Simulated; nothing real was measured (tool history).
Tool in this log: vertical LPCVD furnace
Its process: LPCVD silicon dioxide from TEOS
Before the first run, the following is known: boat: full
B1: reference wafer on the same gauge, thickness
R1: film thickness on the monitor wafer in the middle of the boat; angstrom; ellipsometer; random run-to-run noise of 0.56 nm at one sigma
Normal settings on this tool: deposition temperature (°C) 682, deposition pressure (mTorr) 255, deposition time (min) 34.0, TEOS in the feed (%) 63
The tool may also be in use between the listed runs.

Run 1, hour 0.0: usual settings but TEOS in the feed (%) 73; B1 154.69. Result: R1 1585.8 angstrom.
Run 2, hour 12.1: usual settings but TEOS in the feed (%) 72; B1 155.31. Result: R1 1569.2 angstrom.
Run 3, hour 34.4: usual settings but TEOS in the feed (%) 72; B1 155.13. Result: R1 1576.2 angstrom.
Run 4, hour 61.5: usual settings but TEOS in the feed (%) 72; B1 154.85. Result: R1 1573.4 angstrom.
Run 5, hour 79.4: usual settings; B1 154.78. Result: R1 1476.9 angstrom.
Run 6, hour 110.2: usual settings; B1 155.13. Result: R1 1467.2 angstrom.
Run 7, hour 124.3: usual settings but deposition pressure (mTorr) 205, deposition time (min) 29.5; B1 154.87. Result: R1 1147.4 angstrom.
Run 8, hour 137.8: usual settings but deposition pressure (mTorr) 205, deposition time (min) 29.5; B1 155.10. Result: R1 1152.0 angstrom.
Run 9, hour 167.3: usual settings but deposition pressure (mTorr) 205, deposition time (min) 29.5; B1 155.24. Result: R1 1159.7 angstrom.
At hour 192.9: pressure gauge zeroed.
Run 10, hour 201.5: usual settings but deposition temperature (°C) 690, deposition time (min) 44.5; B1 155.08. Result: R1 2353.1 angstrom.
Run 11, hour 218.2: usual settings; B1 155.03. Result: R1 1493.1 angstrom.
Run 12, hour 304.8: usual settings; B1 155.18. Result: R1 1494.9 angstrom.
Run 13, hour 332.3: usual settings; B1 154.95. Result: R1 1489.9 angstrom.
Run 14, hour 357.4: usual settings; B1 154.82. Result: R1 1489.3 angstrom.
At hour 407.5: thermocouples replaced and temperature profile calibrated.
Run 15, hour 441.4: usual settings but deposition temperature (°C) 689, deposition pressure (mTorr) 215, deposition time (min) 47.0, TEOS in the feed (%) 60; B1 154.97. Result: R1 2008.9 angstrom.
At hour 449.4: gauge calibrated.
Run 16, hour 476.7: usual settings but deposition temperature (°C) 674, deposition time (min) 30.5; B1 154.87. Result: R1 1012.0 angstrom.
Run 17, hour 490.3: usual settings but deposition pressure (mTorr) 215; B1 155.06. Result: R1 1255.2 angstrom.
Run 18, hour 503.0: usual settings but deposition pressure (mTorr) 235, deposition time (min) 43.5; B1 154.94. Result: R1 1697.2 angstrom.
Run 19, hour 515.3: usual settings but deposition temperature (°C) 694, deposition pressure (mTorr) 290, deposition time (min) 45.5; B1 154.85. Result: R1 2617.4 angstrom.
Run 20, hour 546.0: usual settings; B1 155.14. Result: R1 1368.8 angstrom.
Run 21, hour 573.2: usual settings but deposition pressure (mTorr) 200; B1 155.08. Result: R1 1204.7 angstrom.
Run 22, hour 600.9: usual settings but deposition pressure (mTorr) 205, deposition time (min) 29.5; B1 155.03. Result: R1 1067.3 angstrom.
At hour 635.1: TEOS flow controller replaced.
Run 23, hour 635.6: usual settings but deposition time (min) 44.0; B1 155.13. Result: R1 1766.7 angstrom.
Run 24, hour 652.0: usual settings but TEOS in the feed (%) 57; B1 155.02. Result: R1 1309.3 angstrom.
Run 25, hour 687.7: usual settings but deposition temperature (°C) 670, deposition pressure (mTorr) 280, TEOS in the feed (%) 51; B1 154.72. Result: R1 974.8 angstrom.
Run 26, hour 707.1: usual settings; B1 154.99. Result: R1 1373.3 angstrom.
Run 27, hour 723.4: usual settings but deposition time (min) 45.5; B1 155.03. Result: R1 1834.2 angstrom.
Run 28, hour 750.0: usual settings but TEOS in the feed (%) 57; B1 155.04. Result: R1 1303.1 angstrom.
Run 29, hour 767.1: usual settings but deposition temperature (°C) 693, deposition pressure (mTorr) 305, deposition time (min) 44.5, TEOS in the feed (%) 66; B1 154.94. Result: R1 2601.5 angstrom.
Run 30, hour 780.8: usual settings; B1 155.02. Result: R1 1369.1 angstrom.
Run 31, hour 809.9: usual settings; B1 154.93. Result: R1 1379.7 angstrom.
Run 32, hour 825.6: usual settings but deposition pressure (mTorr) 235, deposition time (min) 43.5; B1 154.94. Result: R1 1675.4 angstrom.

A few steps of R1 between consecutive runs. Split each: what settings, incoming material and random variation would produce without the hidden state, and what is left over for the hidden state, along with gauge scatter present in only one of the two compared results (measured, and without hidden state):
Hidden conditions of the tool in this case: true tube temperature minus thermocouple reading, K; true pressure minus gauge reading, mTorr; deviation of the TEOS flow from its setpoint, %; gauge reads high (%).
Run 9 -> 10: deposition temperature (°C) 682 -> 690, deposition pressure (mTorr) 205 -> 255, deposition time (min) 29.5 -> 44.5, pressure gauge zeroed. R1 +1193.4 angstrom: hidden state +90.9, all else +1102.5.
Run 10 -> 11: deposition temperature (°C) 690 -> 682, deposition time (min) 44.5 -> 34.0. R1 -860.0 angstrom: hidden state -62.2, all else -797.8.
Run 14 -> 15: deposition temperature (°C) 682 -> 689, deposition pressure (mTorr) 255 -> 215, deposition time (min) 34.0 -> 47.0, TEOS in the feed (%) 63 -> 60, thermocouples replaced and temperature profile calibrated. R1 +519.6 angstrom: hidden state -121.4, all else +641.0.
Run 19 -> 20: deposition temperature (°C) 694 -> 682, deposition pressure (mTorr) 290 -> 255, deposition time (min) 45.5 -> 34.0. R1 -1248.6 angstrom: hidden state -2.7, all else -1245.9.
Run 28 -> 29: deposition temperature (°C) 682 -> 693, deposition pressure (mTorr) 255 -> 305, deposition time (min) 34.0 -> 44.5, TEOS in the feed (%) 57 -> 66. R1 +1298.4 angstrom: hidden state +4.3, all else +1294.1.
Run 29 -> 30: deposition temperature (°C) 693 -> 682, deposition pressure (mTorr) 305 -> 255, deposition time (min) 44.5 -> 34.0, TEOS in the feed (%) 66 -> 63. R1 -1232.4 angstrom: hidden state -3.9, all else -1228.5.
